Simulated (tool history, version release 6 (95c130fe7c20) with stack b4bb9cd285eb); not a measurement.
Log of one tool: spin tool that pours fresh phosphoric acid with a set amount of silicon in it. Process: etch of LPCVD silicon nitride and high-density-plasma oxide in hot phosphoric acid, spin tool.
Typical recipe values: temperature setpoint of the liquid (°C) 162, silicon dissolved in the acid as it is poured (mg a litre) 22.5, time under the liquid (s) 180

run     day  temperature setpoint of the liquid (°C)  silicon dissolved in the acid as it is poured (mg a litre)  time under the liquid (s)  wafers since the last listed run  hours since the thermometer was replaced  hours since the dissolved silicon flow meter was replaced  hours since the heated supply line was repaired  hours since the gauge calibration  read-back film thickness of the LPCVD silicon nitride reference wafer, read on the same gauge (nm)  read-back film thickness of the high-density-plasma oxide reference wafer, read on the same gauge (nm)  thickness taken off the LPCVD silicon nitride on a monitor wafer (angstrom)  thickness taken off the high-density-plasma oxide on a monitor wafer (angstrom)
  1       0                                      163                                                          17                        180                                 0                                     501.9                                                     1777.2                                           1887.1                              969.8                                                                                               29.99                                                                                                  70.007                                                                        130.8                                                                             6.31
  2   1.512                                      162                                                        22.5                        180                               172                                     538.2                                                     1813.5                                           1923.4                             1006.1                                                                                                  30                                                                                                  69.988                                                                        124.5                                                                              5.6
  3   2.846                                      162                                                        22.5                        180                               151                                     570.2                                                     1845.5                                           1955.4                             1038.1                                                                                                  30                                                                                                  69.992                                                                        126.3                                                                             5.31
  4     4.4                                      162                                                          37                        180                               176                                     607.5                                                     1882.8                                           1992.7                             1075.4                                                                                               30.03                                                                                                  70.022                                                                        125.8                                                                             2.95
  5   7.375                                      162                                                        22.5                        180                               338                                     678.9                                                     1954.2                                           2064.1                             1146.8                                                                                                  30                                                                                                  70.015                                                                        125.7                                                                              5.1
  6  13.033                                      162                                                        26.5                        180                               644                                     814.7                                                       2090                                           2199.9                             1282.6                                                                                                  30                                                                                                  70.007                                                                        126.3                                                                              4.7
     13.812  -- thermometer replaced
  7  15.417                                      161                                                        22.5                        230                               266                                      38.5                                                     2147.2                                           2257.1                             1339.8                                                                                               30.02                                                                                                  69.997                                                                        154.4                                                                             6.06
  8  17.975                                    163.5                                                          34                        270                               291                                      99.9                                                     2208.6                                           2318.5                             1401.2                                                                                               30.01                                                                                                  70.014                                                                        197.5                                                                             5.94
  9  19.692                                      162                                                        22.5                        290                               195                                     141.1                                                     2249.8                                           2359.7                             1442.4                                                                                               29.99                                                                                                  69.995                                                                        202.2                                                                             7.85
     20.233  -- gauge calibrated
 10  21.404                                      163                                                        22.5                        250                               194                                     182.2                                                     2290.9                                           2400.8                               28.1                                                                                               29.98                                                                                                  69.992                                                                          181                                                                             7.74
 11  23.358                                      162                                                        22.5                        180                               222                                     229.1                                                     2337.8                                           2447.7                                 75                                                                                               30.01                                                                                                      70                                                                        125.8                                                                             5.58
 12  24.446                                      162                                                        22.5                        180                               123                                     255.2                                                     2363.9                                           2473.8                              101.1                                                                                               29.99                                                                                                  69.978                                                                        126.5                                                                             5.21
     25.479  -- heated supply line repaired
 13  26.121                                      160                                                        39.5                        135                               185                                     295.4                                                     2404.1                                             15.4                              141.3                                                                                               29.98                                                                                                  69.989                                                                         88.6                                                                             1.55
     27.079  -- dissolved silicon flow meter replaced
 14  28.375                                      163                                                        22.5                        280                               251                                     349.5                                                       31.1                                             69.5                              195.4                                                                                               29.99                                                                                                  69.981                                                                        202.5                                                                             8.78
 15  31.254                                      162                                                        22.5                        180                               327                                     418.6                                                      100.2                                            138.6                              264.5                                                                                                  30                                                                                                  69.998                                                                        125.4                                                                             4.82
 16  32.908                                      164                                                          35                        180                               188                                     458.3                                                      139.9                                            178.3                              304.2                                                                                               30.04                                                                                                  69.998                                                                        133.3                                                                             3.58
 17  35.233                                      162                                                        27.5                        285                               264                                     514.1                                                      195.7                                            234.1                                360                                                                                               30.01                                                                                                  69.987                                                                        199.9                                                                             6.54
 18  37.146                                      162                                                        22.5                        180                               217                                       560                                                      241.6                                              280                              405.9                                                                                               29.96                                                                                                  70.004                                                                        125.8                                                                             5.21
 19   39.75                                      162                                                        22.5                        180                               296                                     622.5                                                      304.1                                            342.5                              468.4                                                                                                  30                                                                                                  69.985                                                                        126.3                                                                              4.9
 20  41.092                                    160.5                                                        22.5                        115                               152                                     654.7                                                      336.3                                            374.7                              500.6                                                                                               30.01                                                                                                   70.02                                                                         75.7                                                                             3.02
 21  42.483                                      164                                                        35.5                         85                               158                                     688.1                                                      369.7                                            408.1                                534                                                                                               30.03                                                                                                  70.006                                                                         63.5                                                                             1.71

Forecast each of these 4 alternatives for the next run:
  A  42.504                                      162                                                        14.5                        180                                 2                                     688.6                                                      370.2                                            408.6                              534.5                                                                                                   ?                                                                                                       ?                                                                            ?                                                                                ?
  B  42.504                                      162                                                        27.5                        120                                 2                                     688.6                                                      370.2                                            408.6                              534.5                                                                                                   ?                                                                                                       ?                                                                            ?                                                                                ?
  C  42.504                                    159.5                                                        37.5                        240                                 2                                     688.6                                                      370.2                                            408.6                              534.5                                                                                                   ?                                                                                                       ?                                                                            ?                                                                                ?
  D  42.504                                      162                                                        22.5                         95                                 2                                     688.6                                                      370.2                                            408.6                              534.5                                                                                                   ?                                                                                                       ?                                                                            ?                                                                                ?

run  read-back film thickness of the LPCVD silicon nitride reference wafer, read on the same gauge (nm)  read-back film thickness of the high-density-plasma oxide reference wafer, read on the same gauge (nm)  thickness taken off the LPCVD silicon nitride on a monitor wafer (angstrom)  thickness taken off the high-density-plasma oxide on a monitor wafer (angstrom)
  A                                                                                               29.99                                                                                                  70.005                                                                        127.2                                                                              6.3
  B                                                                                               29.99                                                                                                  70.005                                                                         84.8                                                                             2.85
  C                                                                                               29.99                                                                                                  70.005                                                                        155.9                                                                             3.02
  D                                                                                               29.99                                                                                                  70.005                                                                         67.1                                                                             2.67
With no hidden state in the tool, these same runs would have given:
run  thickness taken off the LPCVD silicon nitride on a monitor wafer (angstrom)  thickness taken off the high-density-plasma oxide on a monitor wafer (angstrom)
  A                                                                        127.2                                                                              6.3
  B                                                                         84.8                                                                             2.85
  C                                                                        155.9                                                                             3.02
  D                                                                         67.1                                                                             2.67

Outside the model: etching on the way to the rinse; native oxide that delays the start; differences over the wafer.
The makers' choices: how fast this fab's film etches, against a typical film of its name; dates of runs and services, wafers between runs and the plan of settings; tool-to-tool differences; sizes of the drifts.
